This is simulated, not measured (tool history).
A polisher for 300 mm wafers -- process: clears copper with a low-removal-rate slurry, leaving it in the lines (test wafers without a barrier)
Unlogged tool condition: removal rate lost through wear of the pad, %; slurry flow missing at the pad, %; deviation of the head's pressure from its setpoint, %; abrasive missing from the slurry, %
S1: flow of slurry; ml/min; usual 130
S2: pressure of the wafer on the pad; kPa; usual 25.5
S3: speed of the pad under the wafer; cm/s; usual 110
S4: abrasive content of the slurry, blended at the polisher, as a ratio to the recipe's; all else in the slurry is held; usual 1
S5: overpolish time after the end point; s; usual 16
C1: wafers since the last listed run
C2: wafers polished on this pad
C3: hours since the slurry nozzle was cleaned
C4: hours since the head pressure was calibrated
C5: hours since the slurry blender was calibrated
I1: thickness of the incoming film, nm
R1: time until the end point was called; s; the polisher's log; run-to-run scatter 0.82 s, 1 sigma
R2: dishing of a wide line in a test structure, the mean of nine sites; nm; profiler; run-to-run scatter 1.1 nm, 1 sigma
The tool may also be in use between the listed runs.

{"run": 1, "hour": 0.0, "S1": 130, "S2": 25.5, "S3": 110, "S4": 1, "S5": 16, "C1": 0, "C2": 1489, "C3": 766.7, "C4": 905.3, "C5": 300.6, "I1": 337.2, "R1": 81.7, "R2": 51}
{"run": 2, "hour": 35.8, "S1": 130, "S2": 25.5, "S3": 110, "S4": 1, "S5": 9, "C1": 265, "C2": 1755, "C3": 802.5, "C4": 941.1, "C5": 336.4, "I1": 340.2, "R1": 80.7, "R2": 30.7}
{"run": 3, "hour": 107.5, "S1": 130, "S2": 25.5, "S3": 110, "S4": 1, "S5": 9, "C1": 532, "C2": 2287, "C3": 874.2, "C4": 1012.8, "C5": 408.1, "I1": 341.5, "R1": 81.8, "R2": 31.5}
{"hour": 149.1, "done": "slurry nozzle cleaned"}
{"run": 4, "hour": 158.8, "S1": 130, "S2": 25.5, "S3": 110, "S4": 1, "S5": 9, "C1": 373, "C2": 2661, "C3": 9.7, "C4": 1064.1, "C5": 459.4, "I1": 338.7, "R1": 82.4, "R2": 30.3}
{"hour": 169.0, "done": "slurry blender recalibrated"}
{"run": 5, "hour": 195.4, "S1": 130, "S2": 25.5, "S3": 110, "S4": 1, "S5": 16, "C1": 256, "C2": 2918, "C3": 46.3, "C4": 1100.7, "C5": 26.4, "I1": 335.4, "R1": 82.1, "R2": 49.3}
{"hour": 198.9, "done": "head pressure recalibrated"}
{"hour": 222.8, "done": "worn pad replaced by a new one"}
{"run": 6, "hour": 229.5, "S1": 130, "S2": 21.4, "S3": 110, "S4": 1, "S5": 16, "C1": 208, "C2": 50, "C3": 80.4, "C4": 30.6, "C5": 60.5, "I1": 345.9, "R1": 96.6, "R2": 43.2}
{"run": 7, "hour": 294.6, "S1": 130, "S2": 21.4, "S3": 110, "S4": 1, "S5": 16, "C1": 483, "C2": 533, "C3": 145.5, "C4": 95.7, "C5": 125.6, "I1": 337.4, "R1": 92.7, "R2": 44.5}
{"run": 8, "hour": 362.5, "S1": 130, "S2": 25.5, "S3": 110, "S4": 1, "S5": 16, "C1": 504, "C2": 1037, "C3": 213.4, "C4": 163.6, "C5": 193.5, "I1": 345.4, "R1": 78.4, "R2": 52}
{"run": 9, "hour": 418.3, "S1": 145, "S2": 25.5, "S3": 76, "S4": 0.9, "S5": 11, "C1": 414, "C2": 1452, "C3": 269.2, "C4": 219.4, "C5": 249.3, "I1": 339.5, "R1": 113.3, "R2": 26.7}
{"run": 10, "hour": 451.6, "S1": 130, "S2": 19.3, "S3": 110, "S4": 1.1, "S5": 11, "C1": 247, "C2": 1699, "C3": 302.5, "C4": 252.7, "C5": 282.6, "I1": 347.3, "R1": 105.9, "R2": 30.7}
{"run": 11, "hour": 484.4, "S1": 95, "S2": 22.1, "S3": 120, "S4": 1, "S5": 8, "C1": 243, "C2": 1943, "C3": 335.3, "C4": 285.5, "C5": 315.4, "I1": 340.9, "R1": 88, "R2": 25.5}
{"run": 12, "hour": 524.0, "S1": 130, "S2": 16.5, "S3": 134, "S4": 0.75, "S5": 16, "C1": 294, "C2": 2237, "C3": 374.9, "C4": 325.1, "C5": 355, "I1": 339.3, "R1": 103.5, "R2": 39.4}
{"run": 13, "hour": 565.5, "S1": 130, "S2": 25.5, "S3": 110, "S4": 1, "S5": 16, "C1": 308, "C2": 2545, "C3": 416.4, "C4": 366.6, "C5": 396.5, "I1": 343.5, "R1": 80.4, "R2": 51.6}
{"hour": 582.7, "done": "slurry blender recalibrated"}
{"hour": 647.7, "done": "worn pad replaced by a new one"}
{"run": 14, "hour": 712.7, "S1": 170, "S2": 25.5, "S3": 110, "S4": 1, "S5": 16, "C1": 1048, "C2": 482, "C3": 563.6, "C4": 513.8, "C5": 130, "I1": 342, "R1": 76.5, "R2": 53.7}
{"run": 15, "hour": 778.7, "S1": 90, "S2": 25.5, "S3": 130, "S4": 1, "S5": 16, "C1": 490, "C2": 972, "C3": 629.6, "C4": 579.8, "C5": 196, "I1": 338, "R1": 71.4, "R2": 55}
{"run": 16, "hour": 818.5, "S1": 90, "S2": 32.4, "S3": 110, "S4": 1, "S5": 16, "C1": 295, "C2": 1268, "C3": 669.4, "C4": 619.6, "C5": 235.8, "I1": 340.1, "R1": 66, "R2": 56.8}
{"run": 17, "hour": 882.9, "S1": 155, "S2": 29, "S3": 110, "S4": 1.2, "S5": 16, "C1": 478, "C2": 1746, "C3": 733.8, "C4": 684, "C5": 300.2, "I1": 345, "R1": 67.6, "R2": 58.2}
{"run": 18, "hour": 938.2, "S1": 150, "S2": 25.5, "S3": 110, "S4": 1, "S5": 23, "C1": 410, "C2": 2157, "C3": 789.1, "C4": 739.3, "C5": 355.5, "I1": 345.8, "R1": 80.5, "R2": 66.5}
{"run": 19, "hour": 981.3, "S1": 130, "S2": 25.5, "S3": 134, "S4": 1, "S5": 16, "C1": 320, "C2": 2477, "C3": 832.2, "C4": 782.4, "C5": 398.6, "I1": 340.6, "R1": 66, "R2": 58.6}
{"run": 20, "hour": 1026.4, "S1": 130, "S2": 25.5, "S3": 110, "S4": 1, "S5": 9, "C1": 334, "C2": 2812, "C3": 877.3, "C4": 827.5, "C5": 443.7, "I1": 336.3, "R1": 80.1, "R2": 29.9}
{"hour": 1041.8, "done": "slurry blender recalibrated"}
{"hour": 1066.0, "done": "worn pad replaced by a new one"}
{"hour": 1071.7, "done": "slurry nozzle cleaned"}
{"run": 21, "hour": 1090.7, "S1": 130, "S2": 31.7, "S3": 110, "S4": 1, "S5": 19, "C1": 425, "C2": 176, "C3": 19, "C4": 891.8, "C5": 48.9, "I1": 341.8, "R1": 65.7, "R2": 68.3}

Run 22 comes next. What will it give?
{"run": 22, "hour": 1142.1, "S1": 145, "S2": 22.1, "S3": 110, "S4": 1, "S5": 16, "C1": 381, "C2": 557, "C3": 70.4, "C4": 943.2, "C5": 100.3, "I1": 341.6, "R1": "?", "R2": "?"}

R1: 95 s
R2: 43.2 nm
Were there no unlogged condition in the tool, this run, its random variation unchanged, would have produced R1 90.5 s, R2 45.1 nm.

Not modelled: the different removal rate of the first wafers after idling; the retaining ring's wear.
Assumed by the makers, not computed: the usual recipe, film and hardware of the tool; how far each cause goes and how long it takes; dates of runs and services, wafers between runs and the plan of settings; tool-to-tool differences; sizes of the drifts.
